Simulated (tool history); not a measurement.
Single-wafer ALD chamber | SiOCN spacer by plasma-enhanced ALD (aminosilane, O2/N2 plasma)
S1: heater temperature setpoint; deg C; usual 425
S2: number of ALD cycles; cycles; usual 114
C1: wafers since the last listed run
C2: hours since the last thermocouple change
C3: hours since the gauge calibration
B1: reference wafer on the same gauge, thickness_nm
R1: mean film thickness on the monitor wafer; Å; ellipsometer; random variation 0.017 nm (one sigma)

{"run": 1, "day": 0.0, "S1": 425, "S2": 130, "C1": 0, "C2": 2201.9, "C3": 4.9, "B1": 7.298, "R1": 78.07}
{"run": 2, "day": 0.304, "S1": 425, "S2": 130, "C1": 11, "C2": 2209.2, "C3": 12.2, "B1": 7.299, "R1": 78.38}
{"run": 3, "day": 0.875, "S1": 425, "S2": 130, "C1": 21, "C2": 2222.9, "C3": 25.9, "B1": 7.308, "R1": 77.75}
{"run": 4, "day": 1.379, "S1": 425, "S2": 114, "C1": 18, "C2": 2235.0, "C3": 38.0, "B1": 7.301, "R1": 68.2}
{"run": 5, "day": 1.788, "S1": 425, "S2": 114, "C1": 15, "C2": 2244.8, "C3": 47.8, "B1": 7.307, "R1": 68.27}
{"run": 6, "day": 2.2, "S1": 425, "S2": 114, "C1": 15, "C2": 2254.7, "C3": 57.7, "B1": 7.297, "R1": 68.09}
{"run": 7, "day": 2.833, "S1": 425, "S2": 114, "C1": 23, "C2": 2269.9, "C3": 72.9, "B1": 7.303, "R1": 68.34}
{"day": 3.583, "done": "thermocouple changed; heater temperature recalibrated"}
{"run": 8, "day": 3.7, "S1": 416, "S2": 99, "C1": 19, "C2": 2.8, "C3": 93.7, "B1": 7.301, "R1": 60.68}
{"run": 9, "day": 4.167, "S1": 416, "S2": 99, "C1": 17, "C2": 14.0, "C3": 104.9, "B1": 7.297, "R1": 60.81}
{"run": 10, "day": 4.5, "S1": 425, "S2": 114, "C1": 12, "C2": 22.0, "C3": 112.9, "B1": 7.297, "R1": 68.19}
{"run": 11, "day": 5.233, "S1": 425, "S2": 114, "C1": 27, "C2": 39.6, "C3": 130.5, "B1": 7.291, "R1": 68.24}
{"day": 5.45, "done": "gauge calibrated"}
{"run": 12, "day": 5.567, "S1": 430, "S2": 97, "C1": 12, "C2": 47.6, "C3": 2.8, "B1": 7.313, "R1": 57.29}
{"run": 13, "day": 5.883, "S1": 425, "S2": 124, "C1": 11, "C2": 55.2, "C3": 10.4, "B1": 7.302, "R1": 74.42}
{"run": 14, "day": 7.8, "S1": 438, "S2": 92, "C1": 71, "C2": 101.2, "C3": 56.4, "B1": 7.298, "R1": 52.72}
{"run": 15, "day": 8.162, "S1": 420, "S2": 103, "C1": 13, "C2": 109.9, "C3": 65.1, "B1": 7.296, "R1": 62.92}
{"run": 16, "day": 8.612, "S1": 430, "S2": 114, "C1": 16, "C2": 120.7, "C3": 75.9, "B1": 7.294, "R1": 67.15}
{"run": 17, "day": 8.883, "S1": 425, "S2": 114, "C1": 10, "C2": 127.2, "C3": 82.4, "B1": 7.308, "R1": 68.25}
{"run": 18, "day": 9.158, "S1": 414, "S2": 121, "C1": 10, "C2": 133.8, "C3": 89.0, "B1": 7.305, "R1": 75.15}
{"run": 19, "day": 9.829, "S1": 437, "S2": 121, "C1": 25, "C2": 149.9, "C3": 105.1, "B1": 7.295, "R1": 69.79}
{"run": 20, "day": 10.254, "S1": 411, "S2": 92, "C1": 15, "C2": 160.1, "C3": 115.3, "B1": 7.29, "R1": 57.83}
{"run": 21, "day": 10.671, "S1": 425, "S2": 114, "C1": 15, "C2": 170.1, "C3": 125.3, "B1": 7.298, "R1": 68.02}

How the hidden state differs across the entries between the runs, from the last listed run before each to the first after it:
Between runs 7 and 8: thermocouple changed; heater temperature recalibrated (day 3.583)
  no hidden state differs between the two runs
Between runs 11 and 12: gauge calibrated (day 5.450)
  no hidden state differs between the two runs
